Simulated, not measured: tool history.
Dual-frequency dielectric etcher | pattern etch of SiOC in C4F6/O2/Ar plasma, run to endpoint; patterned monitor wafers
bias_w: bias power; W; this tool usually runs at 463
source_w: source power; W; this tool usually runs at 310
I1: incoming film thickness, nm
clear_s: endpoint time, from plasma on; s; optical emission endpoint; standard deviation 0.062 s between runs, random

Run 1, day 0: usual settings but bias_w 414 W; I1 48.18. Result: clear_s 21.3 s.
Run 2, day 0.712: usual settings but bias_w 414 W; I1 48. Result: clear_s 21.5 s.
At day 2.238: source power generator calibrated.
At day 2.412: wet clean of the chamber.
Run 3, day 2.433: usual settings but bias_w 500 W; I1 48.03. Result: clear_s 19.2 s.
Run 4, day 2.45: usual settings; I1 48.02. Result: clear_s 19.7 s.
Run 5, day 2.496: usual settings; I1 47.9. Result: clear_s 19.7 s.
Run 6, day 2.95: usual settings; I1 48.21. Result: clear_s 19.8 s.
Run 7, day 3.25: usual settings; I1 48.38. Result: clear_s 19.8 s.
At day 3.429: bias power generator calibrated.
Run 8, day 3.567: usual settings but bias_w 529 W, source_w 290 W; I1 48.57. Result: clear_s 19.6 s.
At day 4.9: upper electrode replaced, of another model than before.
Run 9, day 4.921: usual settings but bias_w 381 W, source_w 240 W; I1 48.88. Result: clear_s 21.9 s.
Run 10, day 4.933: usual settings but bias_w 379 W; I1 47.88. Result: clear_s 20.6 s.
Run 11, day 4.946: usual settings; I1 48.22. Result: clear_s 19.8 s.

Run 12 comes next. What will it give?
Run 12, day 5.462: usual settings but bias_w 348 W, source_w 340 W; I1 48.1. Result: clear_s ?.

clear_s: 20.7 s
Take away the tool's hidden state, keep the run-to-run variation as it was, and the same run would have given clear_s 20.5 s.

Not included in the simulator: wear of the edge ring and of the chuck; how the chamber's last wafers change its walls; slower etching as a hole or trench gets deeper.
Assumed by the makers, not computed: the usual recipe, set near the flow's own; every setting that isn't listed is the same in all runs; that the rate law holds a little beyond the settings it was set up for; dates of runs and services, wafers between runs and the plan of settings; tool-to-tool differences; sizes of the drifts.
